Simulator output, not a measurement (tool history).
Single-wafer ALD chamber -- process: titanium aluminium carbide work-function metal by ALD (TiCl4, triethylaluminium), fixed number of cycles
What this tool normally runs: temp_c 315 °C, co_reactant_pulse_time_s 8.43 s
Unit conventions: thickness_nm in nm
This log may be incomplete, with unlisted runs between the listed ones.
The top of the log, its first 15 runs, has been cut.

run   hour  temp_c  co_reactant_pulse_time_s  wafers since the last listed run  hours since the last thermocouple change  hours since the last triethylaluminium bottle change  hours since the showerhead was replaced  hours since the gauge calibration  read-back reference wafer on the same gauge, thickness_nm  thickness_nm
     190.2  -- thermocouple changed; heater temperature recalibrated
 16  190.7     315                      8.43                                59                                       0.5                                                1629.8                                   3267.8                              281.8                                                       1.98         1.968
 17  200.3     319                      9.93                                95                                      10.1                                                1639.4                                   3277.4                              291.4                                                       1.98         2.082
     215.9  -- gauge calibrated
     217.1  -- showerhead replaced
 18  217.6     309                     10.31                                92                                      27.4                                                1656.7                                      0.5                                1.7                                                       1.98          2.03
 19  223.2     315                      8.43                                55                                        33                                                1662.3                                      6.1                                7.3                                                      1.978         1.959
 20  236.3     319                      7.58                               129                                      46.1                                                1675.4                                     19.2                               20.4                                                       1.98         1.949
 21  245.5     315                      6.81                                91                                      55.3                                                1684.6                                     28.4                               29.6                                                      1.982         1.833
     263.1  -- triethylaluminium bottle replaced
 22  263.6     308                      6.04                               100                                      73.4                                                   0.5                                     46.5                               47.7                                                       1.98         1.957
 23  276.3     322                      6.96                               125                                      86.1                                                  13.2                                     59.2                               60.4                                                       1.98         2.119
 24  285.9     310                     10.96                                95                                      95.7                                                  22.8                                     68.8                                 70                                                      1.979         2.156
 25  303.3     308                      9.84                               172                                     113.1                                                  40.2                                     86.2                               87.4                                                      1.979          2.12
 26  316.5     305                       6.6                               130                                     126.3                                                  53.4                                     99.4                              100.6                                                       1.98         1.967
 27  322.6     315                       9.5                                60                                     132.4                                                  59.5                                    105.5                              106.7                                                      1.979          2.17
 28  339.2     327                     10.21                               164                                       149                                                  76.1                                    122.1                              123.3                                                       1.98         2.284
 29  352.2     309                        11                               128                                       162                                                  89.1                                    135.1                              136.3                                                       1.98         2.153
 30  362.4     305                      8.43                               101                                     172.2                                                  99.3                                    145.3                              146.5                                                      1.979         2.048
 31  371.8     315                      8.43                                93                                     181.6                                                 108.7                                    154.7                              155.9                                                       1.98         2.127
 32  384.7     324                      7.48                               127                                     194.5                                                 121.6                                    167.6                              168.8                                                      1.979          2.14

4 ways to go on from here, each from the tool as it stands after run 32. What would each give?
  A  385.1     315                      8.43                                 3                                     194.9                                                   122                                      168                              169.2                                                          ?             ?
  B  385.1     303                      9.37                                 3                                     194.9                                                   122                                      168                              169.2                                                          ?             ?
  C  385.1     308                     10.02                                 3                                     194.9                                                   122                                      168                              169.2                                                          ?             ?
  D  385.1     325                      5.46                                 3                                     194.9                                                   122                                      168                              169.2                                                          ?             ?

run  read-back reference wafer on the same gauge, thickness_nm  thickness_nm
  A                                                      1.981         2.115
  B                                                      1.981         2.058
  C                                                      1.981         2.116
  D                                                      1.981         1.989
With no hidden state in the tool, these same runs would have given:
run  thickness_nm
  A         2.153
  B         2.088
  C         2.143
  D         2.052

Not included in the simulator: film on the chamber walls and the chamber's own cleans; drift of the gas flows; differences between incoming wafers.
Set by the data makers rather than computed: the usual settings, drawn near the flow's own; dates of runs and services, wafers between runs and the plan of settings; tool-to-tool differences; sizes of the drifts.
